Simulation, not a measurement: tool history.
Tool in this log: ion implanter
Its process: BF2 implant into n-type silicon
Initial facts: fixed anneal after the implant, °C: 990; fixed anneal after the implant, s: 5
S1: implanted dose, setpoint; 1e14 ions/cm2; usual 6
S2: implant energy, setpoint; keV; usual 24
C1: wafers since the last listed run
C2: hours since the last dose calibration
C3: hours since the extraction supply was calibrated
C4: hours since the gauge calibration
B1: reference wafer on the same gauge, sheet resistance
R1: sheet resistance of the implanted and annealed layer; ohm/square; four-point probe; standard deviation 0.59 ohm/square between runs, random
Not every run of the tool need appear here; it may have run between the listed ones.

Run 1, hour 0: usual settings but S2 26.5 keV; C1 0; C2 1905.1; C3 4739.4; C4 367.3; B1 232.01. Result: R1 264.74 ohm/square.
Run 2, hour 39.4: usual settings; C1 659; C2 1944.5; C3 4778.8; C4 406.7; B1 232.01. Result: R1 276.95 ohm/square.
Run 3, hour 89.9: usual settings; C1 845; C2 1995; C3 4829.3; C4 457.2; B1 231.97. Result: R1 276.58 ohm/square.
Run 4, hour 153.9: usual settings; C1 1071; C2 2059; C3 4893.3; C4 521.2; B1 231.98. Result: R1 275.87 ohm/square.
Run 5, hour 198.9: usual settings; C1 753; C2 2104; C3 4938.3; C4 566.2; B1 231.95. Result: R1 275.24 ohm/square.
Run 6, hour 228: usual settings but S1 6.64 1e14 ions/cm2; C1 487; C2 2133.1; C3 4967.4; C4 595.3; B1 232.01. Result: R1 264.98 ohm/square.
Run 7, hour 288.8: usual settings but S1 6.64 1e14 ions/cm2; C1 1018; C2 2193.9; C3 5028.2; C4 656.1; B1 232. Result: R1 265.69 ohm/square.
Run 8, hour 330.8: usual settings but S2 19.5 keV; C1 703; C2 2235.9; C3 5070.2; C4 698.1; B1 232.09. Result: R1 304.24 ohm/square.
Run 9, hour 379.9: usual settings but S2 19.5 keV; C1 822; C2 2285; C3 5119.3; C4 747.2; B1 231.95. Result: R1 303.24 ohm/square.
Run 10, hour 424: usual settings but S2 19.5 keV; C1 738; C2 2329.1; C3 5163.4; C4 791.3; B1 231.98. Result: R1 303.61 ohm/square.
Run 11, hour 471.7: usual settings but S1 7.22 1e14 ions/cm2; C1 798; C2 2376.8; C3 5211.1; C4 839; B1 232. Result: R1 258.46 ohm/square.
At hour 498.4: extraction supply calibrated.
At hour 524.3: Faraday cup replaced and dose calibrated.
Run 12, hour 540.2: usual settings; C1 879; C2 15.9; C3 41.8; C4 907.5; B1 232.08. Result: R1 280.86 ohm/square.
Run 13, hour 574: usual settings but S2 19.5 keV; C1 566; C2 49.7; C3 75.6; C4 941.3; B1 232.09. Result: R1 309.17 ohm/square.
Run 14, hour 626.1: usual settings; C1 872; C2 101.8; C3 127.7; C4 993.4; B1 232. Result: R1 280.76 ohm/square.
At hour 636.6: gauge calibrated.
Run 15, hour 657.2: usual settings but S1 4.99 1e14 ions/cm2; C1 520; C2 132.9; C3 158.8; C4 20.6; B1 232.07. Result: R1 308.46 ohm/square.
Run 16, hour 685.8: usual settings but S1 7.58 1e14 ions/cm2, S2 20.5 keV; C1 478; C2 161.5; C3 187.4; C4 49.2; B1 231.95. Result: R1 280.92 ohm/square.
Run 17, hour 750.5: usual settings; C1 1083; C2 226.2; C3 252.1; C4 113.9; B1 232. Result: R1 279.59 ohm/square.
Run 18, hour 804.5: usual settings but S1 5.48 1e14 ions/cm2, S2 16 keV; C1 904; C2 280.2; C3 306.1; C4 167.9; B1 232. Result: R1 349.18 ohm/square.
Run 19, hour 834.2: usual settings but S1 7.41 1e14 ions/cm2, S2 31.5 keV; C1 497; C2 309.9; C3 335.8; C4 197.6; B1 232.03. Result: R1 227.72 ohm/square.
Run 20, hour 861.4: usual settings but S1 5.13 1e14 ions/cm2; C1 455; C2 337.1; C3 363; C4 224.8; B1 232.1. Result: R1 302.83 ohm/square.
Run 21, hour 906.7: usual settings but S1 6.68 1e14 ions/cm2, S2 28 keV; C1 758; C2 382.4; C3 408.3; C4 270.1; B1 231.99. Result: R1 249.97 ohm/square.
Run 22, hour 965.7: usual settings; C1 988; C2 441.4; C3 467.3; C4 329.1; B1 232.05. Result: R1 278.96 ohm/square.
Run 23, hour 1016.3: usual settings but S1 6.93 1e14 ions/cm2, S2 18 keV; C1 847; C2 492; C3 517.9; C4 379.7; B1 232.05. Result: R1 307.01 ohm/square.
Run 24, hour 1077.4: usual settings but S1 7.4 1e14 ions/cm2; C1 1023; C2 553.1; C3 579; C4 440.8; B1 231.98. Result: R1 259.63 ohm/square.
Run 25, hour 1125.5: usual settings; C1 805; C2 601.2; C3 627.1; C4 488.9; B1 232.09. Result: R1 278.9 ohm/square.

What the log doesn't show, run by run:
deviation of the true energy from its setpoint, %: 0 on each run
gauge reads high (%): 0 on each run
H1: deviation of the true dose from the Faraday cup's reading, %
run      H1
  1    4.35
  2    4.44
  3    4.55
  4     4.7
  5     4.8
  6    4.86
  7       5
  8    5.09
  9     5.2
 10     5.3
 11    5.41
 12  0.0822
 13   0.158
 14   0.275
 15   0.345
 16    0.41
 17   0.555
 18   0.677
 19   0.743
 20   0.805
 21   0.907
 22    1.04
 23    1.15
 24    1.29
 25     1.4

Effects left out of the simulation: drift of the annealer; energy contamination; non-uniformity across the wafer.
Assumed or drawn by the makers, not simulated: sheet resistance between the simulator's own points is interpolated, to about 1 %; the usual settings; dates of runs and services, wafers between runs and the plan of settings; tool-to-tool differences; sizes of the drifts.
